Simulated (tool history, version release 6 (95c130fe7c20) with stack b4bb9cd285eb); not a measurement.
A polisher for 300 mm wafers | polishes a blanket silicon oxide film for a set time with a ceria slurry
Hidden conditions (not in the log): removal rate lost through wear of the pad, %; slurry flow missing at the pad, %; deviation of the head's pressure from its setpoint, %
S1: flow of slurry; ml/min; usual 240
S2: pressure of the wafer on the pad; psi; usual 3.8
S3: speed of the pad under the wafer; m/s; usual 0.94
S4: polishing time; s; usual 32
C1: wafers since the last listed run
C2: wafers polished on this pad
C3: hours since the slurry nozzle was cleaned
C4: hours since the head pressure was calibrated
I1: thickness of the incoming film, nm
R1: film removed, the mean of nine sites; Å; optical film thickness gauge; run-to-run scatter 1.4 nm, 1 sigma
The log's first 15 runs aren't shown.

At hour 1231.7: head pressure recalibrated.
Run 16, hour 1242.4: usual settings; C1 635; C2 2513; C3 315.2; C4 10.7; I1 1636.1. Result: R1 1518 Å.
Run 17, hour 1340.9: usual settings but S1 265 ml/min, S2 2.7 psi, S3 1.18 m/s, S4 22 s; C1 752; C2 3266; C3 413.7; C4 109.2; I1 1648. Result: R1 926 Å.
At hour 1419.2: worn pad replaced by a new one.
Run 18, hour 1439.4: usual settings but S3 1.16 m/s; C1 722; C2 154; C3 512.2; C4 207.7; I1 1620.9. Result: R1 1858 Å.
Run 19, hour 1509.2: usual settings but S4 35 s; C1 533; C2 687; C3 582; C4 277.5; I1 1618. Result: R1 1642 Å.
Run 20, hour 1555.2: usual settings but S2 2.6 psi, S3 0.64 m/s; C1 351; C2 1039; C3 628; C4 323.5; I1 1630.7. Result: R1 692 Å.
Run 21, hour 1632.3: usual settings but S1 315 ml/min, S2 4.6 psi, S3 0.72 m/s, S4 39 s; C1 589; C2 1628; C3 705.1; C4 400.6; I1 1627.5. Result: R1 1728 Å.
At hour 1676.2: slurry nozzle cleaned.
At hour 1676.6: head pressure recalibrated.
Run 22, hour 1677.1: usual settings but S1 175 ml/min, S2 3 psi; C1 331; C2 1960; C3 0.9; C4 0.5; I1 1619.6. Result: R1 1138 Å.
Run 23, hour 1712.5: usual settings but S2 2.8 psi, S3 0.68 m/s; C1 270; C2 2230; C3 36.3; C4 35.9; I1 1633.6. Result: R1 781 Å.
Run 24, hour 1749.6: usual settings; C1 283; C2 2514; C3 73.4; C4 73; I1 1638.1. Result: R1 1514 Å.
Run 25, hour 1799.5: usual settings but S1 165 ml/min, S3 0.74 m/s, S4 27 s; C1 381; C2 2895; C3 123.3; C4 122.9; I1 1629.6. Result: R1 938 Å.
Run 26, hour 1857: usual settings but S1 290 ml/min, S2 3.2 psi, S3 0.82 m/s, S4 24 s; C1 439; C2 3335; C3 180.8; C4 180.4; I1 1624.9. Result: R1 848 Å.
At hour 1875.9: worn pad replaced by a new one.
Run 27, hour 1936.1: usual settings but S2 3.1 psi, S3 0.8 m/s; C1 574; C2 459; C3 259.9; C4 259.5; I1 1633.5. Result: R1 1029 Å.
Run 28, hour 1976.4: usual settings; C1 308; C2 767; C3 300.2; C4 299.8; I1 1652.3. Result: R1 1493 Å.
Run 29, hour 2066.2: usual settings but S2 4.3 psi, S3 1.1 m/s, S4 39 s; C1 686; C2 1454; C3 390; C4 389.6; I1 1601.9. Result: R1 2373 Å.

For run 30, what comes out?
At hour 2149.9: head pressure recalibrated.
Run 30, hour 2150.4: usual settings but S1 180 ml/min, S2 4.6 psi, S4 26 s; C1 628; C2 2082; C3 474.2; C4 0.5; I1 1617.7. Result: R1 ?.

R1: 1414 Å
With the hidden condition absent and the run-to-run variation left alone, this run would have shown R1 1414 Å.
